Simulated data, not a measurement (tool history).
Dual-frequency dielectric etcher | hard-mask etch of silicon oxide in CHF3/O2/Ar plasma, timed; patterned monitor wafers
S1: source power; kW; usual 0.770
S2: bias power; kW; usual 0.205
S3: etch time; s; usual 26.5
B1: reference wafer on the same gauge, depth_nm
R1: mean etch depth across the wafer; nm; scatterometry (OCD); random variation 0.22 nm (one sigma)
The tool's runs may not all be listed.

run 1 day=0.000 | S1=0.770 S2=0.205 S3=26.5 | B1=59.4 | R1=68.6
-- day=0.696 wet clean of the chamber
run 2 day=1.608 | S1=0.770 S2=0.205 S3=26.5 | B1=59.4 | R1=66.7
run 3 day=3.633 | S1=0.770 S2=0.205 S3=26.5 | B1=59.4 | R1=67.0
run 4 day=5.329 | S1=0.770 S2=0.205 S3=26.5 | B1=59.4 | R1=66.6
run 5 day=7.725 | S1=0.770 S2=0.205 S3=26.5 | B1=59.4 | R1=67.4
run 6 day=9.542 | S1=0.770 S2=0.205 S3=32.0 | B1=59.4 | R1=81.3
run 7 day=11.654 | S1=0.770 S2=0.205 S3=32.0 | B1=59.4 | R1=82.0
run 8 day=14.138 | S1=0.770 S2=0.205 S3=32.0 | B1=59.4 | R1=82.6
-- day=15.625 wet clean of the chamber
run 9 day=16.283 | S1=0.770 S2=0.205 S3=26.5 | B1=59.4 | R1=66.7
run 10 day=18.012 | S1=0.770 S2=0.205 S3=26.5 | B1=59.4 | R1=66.9
run 11 day=20.258 | S1=0.770 S2=0.205 S3=26.5 | B1=59.4 | R1=67.5
run 12 day=21.258 | S1=0.770 S2=0.205 S3=22.0 | B1=59.4 | R1=55.9
-- day=21.788 source power generator calibrated
run 13 day=22.554 | S1=0.630 S2=0.247 S3=28.5 | B1=59.4 | R1=69.4
run 14 day=23.921 | S1=0.950 S2=0.205 S3=26.5 | B1=59.4 | R1=76.6
run 15 day=30.800 | S1=0.770 S2=0.155 S3=26.5 | B1=59.4 | R1=60.9
-- day=32.258 gauge calibrated
-- day=33.600 wet clean of the chamber
run 16 day=33.621 | S1=0.770 S2=0.205 S3=26.5 | B1=59.4 | R1=66.6
run 17 day=35.654 | S1=0.630 S2=0.234 S3=26.5 | B1=59.4 | R1=61.8
-- day=38.742 upper electrode replaced
run 18 day=41.158 | S1=0.690 S2=0.205 S3=26.5 | B1=59.4 | R1=63.1
-- day=43.900 bias power generator calibrated
run 19 day=47.846 | S1=0.770 S2=0.205 S3=26.5 | B1=59.4 | R1=68.9
-- day=51.225 wet clean of the chamber
run 20 day=51.246 | S1=0.700 S2=0.232 S3=31.0 | B1=59.4 | R1=77.3
run 21 day=51.583 | S1=0.950 S2=0.228 S3=34.5 | B1=59.4 | R1=102.1
run 22 day=53.183 | S1=0.770 S2=0.171 S3=26.5 | B1=59.4 | R1=61.9
run 23 day=54.925 | S1=0.870 S2=0.254 S3=21.0 | B1=59.4 | R1=62.6
run 24 day=57.271 | S1=0.770 S2=0.205 S3=26.5 | B1=59.4 | R1=67.4

What the log doesn't show, run by run:
source power that arrives over what is set, %: 0 in every run
bias power that arrives over what is set, %: 0 in every run
gauge reads high (%): 0 in every run
H1: etch rate over this chamber's usual, %
run=1 H1=3.27
run=2 H1=-0.193
run=3 H1=0.213
run=4 H1=0.553
run=5 H1=1.03
run=6 H1=1.4
run=7 H1=1.82
run=8 H1=2.32
run=9 H1=0.403
run=10 H1=0.75
run=11 H1=1.2
run=12 H1=1.4
run=13 H1=1.66
run=14 H1=1.93
run=15 H1=3.31
run=16 H1=0.142
run=17 H1=0.55
run=18 H1=1.65
run=19 H1=3
run=20 H1=-0.319
run=21 H1=-0.251
run=22 H1=0.0699
run=23 H1=0.419
run=24 H1=0.89
